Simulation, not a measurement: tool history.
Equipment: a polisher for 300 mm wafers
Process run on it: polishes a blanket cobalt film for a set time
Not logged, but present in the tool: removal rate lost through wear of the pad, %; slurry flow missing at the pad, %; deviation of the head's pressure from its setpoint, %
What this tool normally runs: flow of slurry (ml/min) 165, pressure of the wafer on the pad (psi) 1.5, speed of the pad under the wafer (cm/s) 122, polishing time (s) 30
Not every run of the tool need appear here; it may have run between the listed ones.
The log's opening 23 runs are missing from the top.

| run | hour | flow of slurry (ml/min) | pressure of the wafer on the pad (psi) | speed of the pad under the wafer (cm/s) | polishing time (s) | wafers since the last listed run | wafers polished on this pad | hours since the slurry nozzle was cleaned | hours since the head pressure was calibrated | incoming thickness of the incoming film, nm | film removed (angstrom) |
|---|---|---|---|---|---|---|---|---|---|---|---|
| 24 | 2041.2 | 165 | 1.5 | 122 | 30 | 473 | 7327 | 634.4 | 278.7 | 697.8 | 1109 |
|  | 2071.3 | worn pad replaced by a new one |
|  | 2089.9 | slurry nozzle cleaned |
| 25 | 2114.4 | 130 | 1.3 | 110 | 26 | 671 | 414 | 24.5 | 351.9 | 706.7 | 777 |
| 26 | 2215.7 | 165 | 1.2 | 122 | 30 | 998 | 1413 | 125.8 | 453.2 | 692.6 | 934 |
| 27 | 2270.6 | 165 | 1.2 | 134 | 30 | 540 | 1953 | 180.7 | 508.1 | 684.5 | 1017 |
| 28 | 2373.1 | 165 | 1.5 | 122 | 30 | 1009 | 2963 | 283.2 | 610.6 | 702.2 | 1148 |
|  | 2401.1 | head pressure recalibrated |
| 29 | 2479.4 | 165 | 1.5 | 122 | 33 | 1027 | 3991 | 389.5 | 78.3 | 698.1 | 1217 |
| 30 | 2528.9 | 200 | 1.5 | 164 | 30 | 487 | 4479 | 439.0 | 127.8 | 694.9 | 1543 |
| 31 | 2592.8 | 165 | 1.5 | 84 | 23 | 629 | 5108 | 502.9 | 191.7 | 696.7 | 614 |
| 32 | 2688.7 | 220 | 1.9 | 122 | 39 | 944 | 6053 | 598.8 | 287.6 | 704.5 | 1942 |
|  | 2819.0 | worn pad replaced by a new one |
| 33 | 2838.5 | 165 | 1.5 | 122 | 30 | 1436 | 192 | 748.6 | 437.4 | 694.0 | 1104 |
|  | 2913.8 | slurry nozzle cleaned |
| 34 | 3036.4 | 165 | 1.5 | 122 | 30 | 1939 | 2132 | 122.6 | 635.3 | 708.1 | 1162 |
|  | 3038.5 | head pressure recalibrated |
| 35 | 3140.1 | 200 | 1.3 | 122 | 22 | 1001 | 3134 | 226.3 | 101.6 | 707.3 | 747 |
| 36 | 3190.0 | 165 | 1.5 | 82 | 24 | 491 | 3625 | 276.2 | 151.5 | 686.2 | 649 |
| 37 | 3353.6 | 115 | 1.5 | 146 | 30 | 1611 | 5237 | 439.8 | 315.1 | 705.3 | 1161 |
| 38 | 3426.3 | 165 | 1.5 | 104 | 30 | 716 | 5954 | 512.5 | 387.8 | 703.5 | 965 |

What if the next run were any one of these 3? Each begins from the tool's condition after run 38:
| A | 3426.7 | 165 | 1.5 | 158 | 30 | 3 | 5958 | 512.9 | 388.2 | 685.0 | ? |
| B | 3426.7 | 140 | 1.5 | 122 | 34 | 3 | 5958 | 512.9 | 388.2 | 685.0 | ? |
| C | 3426.7 | 120 | 1.1 | 104 | 30 | 3 | 5958 | 512.9 | 388.2 | 685.0 | ? |

| run | film removed (angstrom) |
|---|---|
| A | 1409 |
| B | 1198 |
| C | 636 |
Without the tool's unlogged condition, the same runs would have read:
| run | film removed (angstrom) |
|---|---|
| A | 1526 |
| B | 1317 |
| C | 710 |

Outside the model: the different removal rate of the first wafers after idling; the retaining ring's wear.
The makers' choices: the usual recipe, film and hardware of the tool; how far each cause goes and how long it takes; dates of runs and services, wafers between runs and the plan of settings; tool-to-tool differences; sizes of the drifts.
